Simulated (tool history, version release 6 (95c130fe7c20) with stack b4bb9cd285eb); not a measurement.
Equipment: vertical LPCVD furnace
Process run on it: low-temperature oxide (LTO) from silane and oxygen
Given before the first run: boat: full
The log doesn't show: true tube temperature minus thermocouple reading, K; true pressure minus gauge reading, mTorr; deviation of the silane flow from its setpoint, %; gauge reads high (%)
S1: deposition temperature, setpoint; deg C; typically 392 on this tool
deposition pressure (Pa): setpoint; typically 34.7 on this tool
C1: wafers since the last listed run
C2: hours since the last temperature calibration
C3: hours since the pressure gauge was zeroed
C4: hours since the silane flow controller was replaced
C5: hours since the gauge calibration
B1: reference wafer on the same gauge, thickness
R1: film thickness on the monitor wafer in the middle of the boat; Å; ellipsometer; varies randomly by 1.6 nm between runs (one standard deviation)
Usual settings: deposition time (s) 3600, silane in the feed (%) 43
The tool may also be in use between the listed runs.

run 1 day=0 | S1=392 deposition_pressure_(Pa)=34.7 deposition_time_(s)=3600 silane_in_the_feed_(%)=43 | C1=0 C2=1455 C3=1537.9 C4=5702 C5=262.9 | B1=639.53 | R1=6745.1
run 2 day=0.742 | S1=392 deposition_pressure_(Pa)=34.7 deposition_time_(s)=3600 silane_in_the_feed_(%)=43 | C1=241 C2=1472.8 C3=1555.7 C4=5719.8 C5=280.7 | B1=640.14 | R1=6772.6
run 3 day=1.767 | S1=392 deposition_pressure_(Pa)=34.7 deposition_time_(s)=3600 silane_in_the_feed_(%)=43 | C1=334 C2=1497.4 C3=1580.3 C4=5744.4 C5=305.3 | B1=639.71 | R1=6752.4
run 4 day=3.158 | S1=392 deposition_pressure_(Pa)=34.7 deposition_time_(s)=3600 silane_in_the_feed_(%)=50 | C1=453 C2=1530.8 C3=1613.7 C4=5777.8 C5=338.7 | B1=640.39 | R1=7892.5
run 5 day=3.962 | S1=383 deposition_pressure_(Pa)=34.7 deposition_time_(s)=3600 silane_in_the_feed_(%)=43 | C1=262 C2=1550.1 C3=1633 C4=5797.1 C5=358 | B1=640.56 | R1=6110.8
run 6 day=4.596 | S1=392 deposition_pressure_(Pa)=34.7 deposition_time_(s)=3600 silane_in_the_feed_(%)=43 | C1=206 C2=1565.3 C3=1648.2 C4=5812.3 C5=373.2 | B1=639.68 | R1=6782.2
run 7 day=6.017 | S1=392 deposition_pressure_(Pa)=34.7 deposition_time_(s)=3600 silane_in_the_feed_(%)=43 | C1=463 C2=1599.4 C3=1682.3 C4=5846.4 C5=407.3 | B1=640.6 | R1=6753.5
-- day=7.017 silane flow controller replaced
-- day=7.808 pressure gauge zeroed
run 8 day=7.829 | S1=392 deposition_pressure_(Pa)=34.7 deposition_time_(s)=3600 silane_in_the_feed_(%)=43 | C1=7 C2=1642.9 C3=0.5 C4=19.5 C5=450.8 | B1=640.6 | R1=6759.4
-- day=7.917 gauge calibrated
run 9 day=10.929 | S1=392 deposition_pressure_(Pa)=29.3 deposition_time_(s)=3600 silane_in_the_feed_(%)=43 | C1=1010 C2=1717.3 C3=74.9 C4=93.9 C5=72.3 | B1=640.28 | R1=5727.4
-- day=12.871 thermocouples replaced and temperature profile calibrated
run 10 day=12.892 | S1=402 deposition_pressure_(Pa)=26 deposition_time_(s)=4320 silane_in_the_feed_(%)=43 | C1=313 C2=0.5 C3=122 C4=141 C5=119.4 | B1=640 | R1=6515.6
run 11 day=13.146 | S1=399 deposition_pressure_(Pa)=26 deposition_time_(s)=4470 silane_in_the_feed_(%)=50 | C1=82 C2=6.6 C3=128.1 C4=147.1 C5=125.5 | B1=639.93 | R1=7539.3
run 12 day=13.662 | S1=392 deposition_pressure_(Pa)=40 deposition_time_(s)=3600 silane_in_the_feed_(%)=38 | C1=168 C2=19 C3=140.5 C4=159.5 C5=137.9 | B1=640.06 | R1=6464.9
run 13 day=14.475 | S1=392 deposition_pressure_(Pa)=34.7 deposition_time_(s)=3600 silane_in_the_feed_(%)=43 | C1=264 C2=38.5 C3=160 C4=179 C5=157.4 | B1=640.16 | R1=6508.1
run 14 day=15.971 | S1=403 deposition_pressure_(Pa)=34.7 deposition_time_(s)=2460 silane_in_the_feed_(%)=43 | C1=487 C2=74.4 C3=195.9 C4=214.9 C5=193.3 | B1=639.96 | R1=5026.6
run 15 day=16.617 | S1=396 deposition_pressure_(Pa)=34.7 deposition_time_(s)=4920 silane_in_the_feed_(%)=43 | C1=210 C2=89.9 C3=211.4 C4=230.4 C5=208.8 | B1=640.47 | R1=9297.3
run 16 day=17.992 | S1=392 deposition_pressure_(Pa)=29.3 deposition_time_(s)=3600 silane_in_the_feed_(%)=43 | C1=448 C2=122.9 C3=244.4 C4=263.4 C5=241.8 | B1=639.74 | R1=5543.1

Consider 5 possible next runs. They are alternatives, not a sequence: every one starts from the tool as it was left by run 16. What does each give?
run A day=18.225 | S1=392 deposition_pressure_(Pa)=30 deposition_time_(s)=3600 silane_in_the_feed_(%)=43 | C1=76 C2=128.5 C3=250 C4=269 C5=247.4 | B1=? | R1=?
run B day=18.225 | S1=381 deposition_pressure_(Pa)=34.7 deposition_time_(s)=3600 silane_in_the_feed_(%)=43 | C1=76 C2=128.5 C3=250 C4=269 C5=247.4 | B1=? | R1=?
run C day=18.225 | S1=402 deposition_pressure_(Pa)=34.7 deposition_time_(s)=3600 silane_in_the_feed_(%)=43 | C1=76 C2=128.5 C3=250 C4=269 C5=247.4 | B1=? | R1=?
run D day=18.225 | S1=392 deposition_pressure_(Pa)=34.7 deposition_time_(s)=2970 silane_in_the_feed_(%)=43 | C1=76 C2=128.5 C3=250 C4=269 C5=247.4 | B1=? | R1=?
run E day=18.225 | S1=385 deposition_pressure_(Pa)=40 deposition_time_(s)=3600 silane_in_the_feed_(%)=38 | C1=76 C2=128.5 C3=250 C4=269 C5=247.4 | B1=? | R1=?

run=A B1=639.89 R1=5656.3
run=B B1=639.89 R1=5771.2
run=C B1=639.89 R1=7284.9
run=D B1=639.89 R1=5392.3
run=E B1=639.89 R1=5993.1
Had the tool no hidden state, the same runs would have come out as:
run=A R1=5575.6
run=B R1=5685.1
run=C R1=7185
run=D R1=5315.4
run=E R1=5901.7
